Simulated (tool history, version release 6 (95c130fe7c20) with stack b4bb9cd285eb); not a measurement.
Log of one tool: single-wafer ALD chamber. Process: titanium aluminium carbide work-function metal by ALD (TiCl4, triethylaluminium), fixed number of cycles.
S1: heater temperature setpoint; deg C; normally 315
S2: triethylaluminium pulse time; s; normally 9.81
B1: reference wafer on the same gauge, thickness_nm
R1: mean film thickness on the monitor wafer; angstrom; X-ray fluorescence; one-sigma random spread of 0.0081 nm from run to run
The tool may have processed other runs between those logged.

run	hour	S1	S2	B1	R1
1	0	315	8.46	2.371	19.67
2	12.6	315	8.46	2.37	19.64
3	25.3	315	12.38	2.369	20.71
# hour 42.1: showerhead replaced
4	130.2	315	9.81	2.371	20.04
5	159	308	10.95	2.371	19.57
6	189.5	308	10.95	2.371	19.66
7	202.3	308	10.95	2.37	19.69
# hour 218.3: thermocouple changed; heater temperature recalibrated
8	238.2	311	9.81	2.369	20.22
9	256.3	311	9.81	2.371	20.16
10	290	315	9.81	2.369	20.28
11	304.6	315	9.81	2.37	20.29
12	340.4	319	6.94	2.37	18.74
13	371.2	315	8.33	2.371	19.5
14	387	324	13.23	2.37	22.01
15	407.9	301	13.58	2.372	19.68
# hour 429.3: gauge calibrated
16	429.9	315	9.81	2.368	20.22
17	463.6	315	9.81	2.369	20.06
18	475.8	315	8	2.372	19.05
# hour 497.3: triethylaluminium bottle replaced
19	497.8	326	9.81	2.368	21.75
20	517.8	325	12.22	2.371	22.26
21	535.3	315	9.81	2.371	20.74
22	568.2	323	9.81	2.37	21.29
23	589.7	315	9.81	2.37	20.5
24	623.7	315	6.08	2.371	17.95
25	636.7	301	11.06	2.369	19.34
26	663.9	327	9.81	2.37	21.53
27	678.8	315	9.81	2.37	20.47
28	699.2	325	9.81	2.368	21.54
29	734.8	307	9.81	2.372	19.62
30	752.3	301	9.81	2.369	19.02
31	779.5	325	8.11	2.369	20.3
32	808.4	315	9.81	2.37	20.26
33	836.9	321	11.26	2.371	21.1
34	857.4	315	9.81	2.371	20.12

Consider 3 possible next runs. They are alternatives, not a sequence: every one starts from the tool as it was left by run 34. What does each give?
A	857.8	322	9.81	?	?
B	857.8	319	8.22	?	?
C	857.8	322	11.83	?	?

run	B1	R1
A	2.369	20.86
B	2.369	19.8
C	2.369	21.4
With the hidden condition removed and each run's random variation left untouched, the same runs would have given:
run	R1
A	21.6
B	20.67
C	22.01
